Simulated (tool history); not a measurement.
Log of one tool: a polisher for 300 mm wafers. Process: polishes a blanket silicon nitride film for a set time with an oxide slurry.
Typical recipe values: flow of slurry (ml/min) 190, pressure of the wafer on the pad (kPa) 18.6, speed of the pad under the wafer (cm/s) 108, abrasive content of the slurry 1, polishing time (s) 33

run	hour	flow of slurry (ml/min)	pressure of the wafer on the pad (kPa)	speed of the pad under the wafer (cm/s)	abrasive content of the slurry	polishing time (s)	incoming thickness of the incoming film, nm	film removed (nm)
1	0	190	18.6	108	1	33	519.4	13
# hour 10.6: slurry nozzle cleaned
2	17.9	190	18.6	108	1	33	519.4	13
3	31.3	190	18.6	108	1	33	518.3	12.7
4	38.2	190	18.6	108	1	33	517.7	12.8
5	72.6	190	21.4	108	0.8	33	520.8	11.5
# hour 81.5: worn pad replaced by a new one
6	85.4	210	22.8	108	1	33	515.8	16.7
7	99.1	160	17.2	126	1	33	522.1	13.6
8	106.4	190	18.6	108	1	33	516.8	13.1
# hour 116.2: slurry blender recalibrated
9	121.7	190	18.6	108	1	33	518.3	12.8
10	130.9	190	13.1	108	1.1	33	523.8	9.9
# hour 135.6: conditioning disc replaced and pad reconditioned
11	142.2	170	18.6	108	1	33	509.9	13.1
12	151.3	190	14.5	76	1	33	519.6	7.8
13	158.7	190	18.6	108	1	33	517.5	13.3
14	173.5	190	18.6	108	1	33	510	13.4
15	184.9	125	15.2	142	1.25	33	519.6	14.8
# hour 201.4: worn pad replaced by a new one
16	202.3	190	18.6	108	1	33	520	14.2
17	218.5	190	18.6	108	1	33	523.2	14.1
18	229.3	190	22.8	108	1	23	507.9	11.7
# hour 237.4: head pressure recalibrated
19	238	205	18.6	118	1.15	33	529.7	16.3
20	250.8	190	18.6	82	1	33	517.8	10.7
21	263.2	190	18.6	108	1	39	518.7	16
22	280.8	170	18.6	90	1	33	522.6	11.4

Run 23 has not been measured yet. What should we expect?
# hour 303.3: worn pad replaced by a new one
23	323.6	190	21.4	130	1.3	42	524.1	?

film removed (nm): 26.9
On a tool with no hidden condition, and with the same random variation, this run would have come out at film removed (nm) 29.3.
